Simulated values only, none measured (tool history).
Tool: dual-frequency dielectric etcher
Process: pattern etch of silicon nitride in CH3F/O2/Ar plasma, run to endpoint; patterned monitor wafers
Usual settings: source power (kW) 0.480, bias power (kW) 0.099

run,day,source power (kW),bias power (kW),"incoming incoming film thickness, nm",endpoint time (s)
1,0.000,0.480,0.099,32.85,37.5
2,0.692,0.480,0.099,32.44,37.1
3,1.354,0.480,0.099,33.19,37.9
4,1.792,0.480,0.099,33.35,38.0
5,2.325,0.480,0.099,33.10,37.7
# day 3.504: wet clean of the chamber
6,3.525,0.550,0.099,32.61,36.8
7,3.854,0.550,0.099,33.04,37.3
8,4.483,0.570,0.118,32.82,34.7
# day 4.742: source power generator calibrated
# day 5.696: upper electrode replaced
9,5.717,0.510,0.106,33.22,37.6
10,5.733,0.480,0.090,32.72,39.8
11,5.746,0.480,0.099,33.44,39.5
12,6.062,0.430,0.080,32.79,42.8
# day 6.362: bias power generator calibrated
13,6.604,0.400,0.099,32.67,41.0
14,7.146,0.440,0.089,33.20,41.8
15,7.542,0.380,0.121,33.47,40.7
16,8.017,0.480,0.099,33.00,38.9
17,8.754,0.480,0.099,32.92,38.5

Forecast each of these 5 alternatives for the next run:
A,8.771,0.520,0.099,32.98,?
B,8.771,0.580,0.080,32.98,?
C,8.771,0.560,0.117,32.98,?
D,8.771,0.590,0.080,32.98,?
E,8.771,0.550,0.119,32.98,?

run,endpoint time (s)
A,37.8
B,38.5
C,35.1
D,38.2
E,35.2
Without the tool's hidden state the same runs would have given:
run,endpoint time (s)
A,38.1
B,38.7
C,35.4
D,38.5
E,35.4

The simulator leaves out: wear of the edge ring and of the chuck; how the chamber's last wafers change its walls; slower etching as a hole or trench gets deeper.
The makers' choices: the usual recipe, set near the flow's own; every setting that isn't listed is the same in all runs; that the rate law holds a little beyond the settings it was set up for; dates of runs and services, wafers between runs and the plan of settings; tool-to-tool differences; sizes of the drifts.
